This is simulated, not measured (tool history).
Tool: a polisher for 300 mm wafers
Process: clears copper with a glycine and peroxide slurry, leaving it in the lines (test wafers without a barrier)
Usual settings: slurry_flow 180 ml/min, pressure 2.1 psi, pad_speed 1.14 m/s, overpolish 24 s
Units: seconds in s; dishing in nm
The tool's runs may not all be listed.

| run | day | slurry_flow | pressure | pad_speed | overpolish | incoming thickness of the incoming film, nm | seconds | dishing |
|---|---|---|---|---|---|---|---|---|
| 1 | 0.000 | 180 | 2.1 | 1.14 | 24 | 742.9 | 156.0 | 62.8 |
| 2 | 1.950 | 180 | 2.1 | 1.14 | 24 | 741.2 | 159.8 | 65.0 |
|  | 3.254 | worn pad replaced by a new one |
| 3 | 4.679 | 180 | 2.1 | 1.14 | 24 | 740.1 | 162.0 | 64.1 |
| 4 | 6.896 | 180 | 2.1 | 1.14 | 24 | 732.2 | 152.1 | 64.7 |
|  | 7.125 | slurry nozzle cleaned |
| 5 | 8.908 | 180 | 2.3 | 1.14 | 24 | 751.2 | 147.9 | 66.2 |
| 6 | 10.267 | 180 | 2.3 | 1.14 | 24 | 735.4 | 140.9 | 67.3 |
| 7 | 11.642 | 180 | 2.3 | 1.14 | 24 | 729.7 | 148.4 | 64.7 |
|  | 12.338 | worn pad replaced by a new one |
| 8 | 13.417 | 180 | 1.7 | 1.14 | 24 | 733.4 | 179.3 | 55.9 |
| 9 | 14.554 | 180 | 1.7 | 1.14 | 24 | 742.6 | 184.3 | 57.6 |
|  | 16.367 | head pressure recalibrated |
| 10 | 16.462 | 180 | 2.1 | 1.14 | 24 | 754.3 | 153.4 | 64.7 |
|  | 17.183 | slurry nozzle cleaned |
| 11 | 17.567 | 180 | 2.1 | 1.14 | 24 | 747.7 | 149.4 | 69.7 |
|  | 20.142 | worn pad replaced by a new one |
| 12 | 20.417 | 180 | 2.1 | 1.14 | 24 | 729.8 | 145.1 | 65.7 |
| 13 | 23.017 | 140 | 2.7 | 0.78 | 37 | 740.0 | 155.8 | 88.0 |
| 14 | 25.138 | 130 | 1.7 | 1.14 | 37 | 741.0 | 186.7 | 73.7 |
|  | 25.579 | slurry nozzle cleaned |
| 15 | 26.554 | 180 | 1.7 | 1.14 | 24 | 739.8 | 169.2 | 57.1 |
| 16 | 28.758 | 180 | 1.4 | 1.30 | 24 | 748.6 | 185.8 | 55.9 |
|  | 29.625 | worn pad replaced by a new one |
| 17 | 29.854 | 200 | 2.1 | 0.82 | 24 | 750.7 | 173.2 | 59.3 |
| 18 | 32.312 | 230 | 2.1 | 1.44 | 24 | 732.7 | 125.3 | 69.7 |

Run 19 comes next. What will it give?
| 19 | 34.983 | 205 | 2.1 | 1.36 | 24 | 731.8 | ? | ? |

seconds: 132.7 s
dishing: 66.5 nm
Without the tool's hidden state the same run would have given seconds 128.4 s, dishing 68.3 nm.

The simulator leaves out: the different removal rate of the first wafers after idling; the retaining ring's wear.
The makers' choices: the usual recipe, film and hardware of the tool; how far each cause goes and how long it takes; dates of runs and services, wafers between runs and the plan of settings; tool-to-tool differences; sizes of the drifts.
